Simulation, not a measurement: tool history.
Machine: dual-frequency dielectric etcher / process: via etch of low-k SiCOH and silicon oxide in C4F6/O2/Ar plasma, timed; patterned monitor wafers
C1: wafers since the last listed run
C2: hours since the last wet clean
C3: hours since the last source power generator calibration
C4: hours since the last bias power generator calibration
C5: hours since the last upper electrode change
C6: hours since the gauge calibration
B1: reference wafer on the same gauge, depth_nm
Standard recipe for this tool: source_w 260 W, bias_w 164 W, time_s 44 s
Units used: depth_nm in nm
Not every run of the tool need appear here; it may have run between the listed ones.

Run 1, day 0: usual settings but source_w 240 W; C1 0; C2 503.4; C3 144.5; C4 1038.4; C5 1891.7; C6 724; B1 75.9. Result: depth_nm 81.4 nm.
At day 3.296: wet clean of the chamber.
Run 2, day 3.317: usual settings but source_w 240 W; C1 375; C2 0.5; C3 224.1; C4 1118; C5 1971.3; C6 803.6; B1 76. Result: depth_nm 81.7 nm.
Run 3, day 14.892: usual settings but source_w 240 W; C1 1875; C2 278.3; C3 501.9; C4 1395.8; C5 2249.1; C6 1081.4; B1 75.9. Result: depth_nm 82 nm.
Run 4, day 18.688: usual settings but time_s 35 s; C1 615; C2 369.4; C3 593; C4 1486.9; C5 2340.2; C6 1172.5; B1 76. Result: depth_nm 67 nm.
Run 5, day 22.933: usual settings but time_s 35 s; C1 688; C2 471.3; C3 694.9; C4 1588.8; C5 2442.1; C6 1274.4; B1 76. Result: depth_nm 67.1 nm.
At day 25.412: wet clean of the chamber.
Run 6, day 25.433: usual settings but bias_w 195 W; C1 243; C2 0.5; C3 754.9; C4 1648.8; C5 2502.1; C6 1334.4; B1 76. Result: depth_nm 88.5 nm.
Run 7, day 29.333: usual settings; C1 632; C2 94.1; C3 848.5; C4 1742.4; C5 2595.7; C6 1428; B1 76. Result: depth_nm 84.5 nm.
At day 30.092: bias power generator calibrated.
At day 33.092: upper electrode replaced.
Run 8, day 33.112: usual settings but source_w 210 W; C1 423; C2 184.8; C3 939.2; C4 72.5; C5 0.5; C6 1518.7; B1 76. Result: depth_nm 77.9 nm.
At day 33.496: gauge calibrated.
Run 9, day 41.933: usual settings but source_w 310 W, bias_w 190 W, time_s 55 s; C1 1429; C2 396.5; C3 1150.9; C4 284.2; C5 212.2; C6 202.5; B1 76.1. Result: depth_nm 116.3 nm.
At day 44.65: wet clean of the chamber.
Run 10, day 44.671: usual settings but bias_w 198 W, time_s 53 s; C1 281; C2 0.5; C3 1216.6; C4 349.9; C5 277.9; C6 268.2; B1 76. Result: depth_nm 107.1 nm.
Run 11, day 48.438: usual settings but source_w 300 W, bias_w 202 W, time_s 48.5 s; C1 610; C2 90.9; C3 1307; C4 440.3; C5 368.3; C6 358.6; B1 76. Result: depth_nm 103.8 nm.
At day 49.358: source power generator calibrated.
Run 12, day 52.879: usual settings but source_w 200 W, bias_w 146 W; C1 692; C2 197.5; C3 84.5; C4 546.9; C5 474.9; C6 465.2; B1 76. Result: depth_nm 74 nm.
Run 13, day 56.612: usual settings but source_w 220 W, bias_w 138 W; C1 605; C2 287.1; C3 174.1; C4 636.5; C5 564.5; C6 554.8; B1 76. Result: depth_nm 75.4 nm.
Run 14, day 60.379: usual settings but source_w 240 W; C1 610; C2 377.5; C3 264.5; C4 726.9; C5 654.9; C6 645.2; B1 76. Result: depth_nm 81.7 nm.
Run 15, day 62.958: usual settings but source_w 300 W, bias_w 202 W, time_s 48.5 s; C1 418; C2 439.4; C3 326.4; C4 788.8; C5 716.8; C6 707.1; B1 76. Result: depth_nm 103.5 nm.

What if the next run were any one of these 4? Each begins from the tool's condition after run 15:
Run A, day 62.975: usual settings but bias_w 194 W; C1 2; C2 439.8; C3 326.8; C4 789.2; C5 717.2; C6 707.5; B1 ?. Result: depth_nm ?.
Run B, day 62.975: usual settings but source_w 210 W, bias_w 137 W, time_s 49 s; C1 2; C2 439.8; C3 326.8; C4 789.2; C5 717.2; C6 707.5; B1 ?. Result: depth_nm ?.
Run C, day 62.975: usual settings but time_s 54.5 s; C1 2; C2 439.8; C3 326.8; C4 789.2; C5 717.2; C6 707.5; B1 ?. Result: depth_nm ?.
Run D, day 62.975: usual settings but bias_w 152 W, time_s 32 s; C1 2; C2 439.8; C3 326.8; C4 789.2; C5 717.2; C6 707.5; B1 ?. Result: depth_nm ?.

run  B1  depth_nm
  A  76      88.2
  B  76      82.3
  C  76     103.9
  D  76      59.7
What these runs would have given with no unlogged condition in the tool:
run  depth_nm
  A      87.4
  B      81.6
  C       103
  D      59.2
